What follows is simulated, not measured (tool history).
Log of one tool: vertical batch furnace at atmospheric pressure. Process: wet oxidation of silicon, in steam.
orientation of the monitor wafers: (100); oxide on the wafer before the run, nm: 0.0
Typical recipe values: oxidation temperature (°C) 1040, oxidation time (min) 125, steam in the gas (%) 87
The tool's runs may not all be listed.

run   hour  oxidation temperature (°C)  oxidation time (min)  steam in the gas (%)  wafers since the last listed run  hours since the last temperature calibration  hours since the steam generator was serviced  hours since the gauge calibration  read-back reference wafer on the same gauge, thickness  oxide thickness on the monitor wafer (angstrom)
  1      0                        1040                   125                    87                                 0                                        3994.5                                        2134.1                              216.1                                                  863.59                                           7396.3
  2   24.4                        1040                 141.5                    87                               245                                        4018.9                                        2158.5                              240.5                                                  864.81                                           7956.2
  3     60                        1040                 141.5                    87                               358                                        4054.5                                        2194.1                              276.1                                                  864.91                                           7917.4
  4   91.3                        1040                   173                    87                               314                                        4085.8                                        2225.4                              307.4                                                  864.15                                           8905.7
  5  114.6                        1040                   173                    87                               234                                        4109.1                                        2248.7                              330.7                                                  863.34                                           8925.5
  6  136.5                        1040                   125                    87                               220                                          4131                                        2270.6                              352.6                                                  863.86                                             7351
  7  166.4                        1040                   125                    87                               300                                        4160.9                                        2300.5                              382.5                                                  863.85                                           7381.4
  8  197.3                        1040                  96.5                    84                               310                                        4191.8                                        2331.4                              413.4                                                  864.28                                           6177.4
  9  224.3                        1040                  96.5                    84                               271                                        4218.8                                        2358.4                              440.4                                                  864.45                                           6173.4
 10    244                        1040                   125                    92                               198                                        4238.5                                        2378.1                              460.1                                                  864.91                                           7561.1
     276.3  -- thermocouples replaced and temperature profile calibrated
 11  279.4                        1056                   125                    87                               114                                           3.1                                        2413.5                              495.5                                                  864.13                                           7906.3
     294.1  -- gauge calibrated
     331.5  -- steam generator serviced
 12    332                        1058                  93.5                    97                               287                                          55.7                                           0.5                               37.9                                                  863.34                                           7464.3
 13  337.9                        1032                   151                    77                                59                                          61.6                                           6.4                               43.8                                                  863.94                                           7638.9
 14  343.8                        1040                   125                    76                                59                                          67.5                                          12.3                               49.7                                                  864.44                                           7046.7
 15  367.5                        1040                   125                    87                               238                                          91.2                                            36                               73.4                                                  864.69                                           7630.7
 16  475.1                        1029                   168                    81                              1082                                         198.8                                         143.6                                181                                                  864.16                                           8252.7
 17  534.4                        1040                   125                    87                               596                                         258.1                                         202.9                              240.3                                                  864.33                                           7627.3
 18  548.1                        1040                   184                    87                               137                                         271.8                                         216.6                                254                                                  864.01                                           9550.4
 19  564.9                        1027                   125                    96                               168                                         288.6                                         233.4                              270.8                                                  863.74                                           7594.2
 20  577.4                        1040                   152                    87                               125                                         301.1                                         245.9                              283.3                                                  864.23                                           8554.1

What if the next run were any one of these 4? Each begins from the tool's condition after run 20:
  A  583.4                        1047                   125                    87                                60                                         307.1                                         251.9                              289.3                                                       ?                                                ?
  B  583.4                        1064                   141                    96                                60                                         307.1                                         251.9                              289.3                                                       ?                                                ?
  C  583.4                        1053                   125                    87                                60                                         307.1                                         251.9                              289.3                                                       ?                                                ?
  D  583.4                        1017                   186                    93                                60                                         307.1                                         251.9                              289.3                                                       ?                                                ?

run  read-back reference wafer on the same gauge, thickness  oxide thickness on the monitor wafer (angstrom)
  A                                                  864.41                                           7894.2
  B                                                  864.41                                           9619.9
  C                                                  864.41                                           8109.9
  D                                                  864.41                                           8986.4
Stripped of hidden state, with their random variation kept, the same runs would have yielded:
run  oxide thickness on the monitor wafer (angstrom)
  A                                           7962.2
  B                                           9699.6
  C                                             8179
  D                                           9065.2
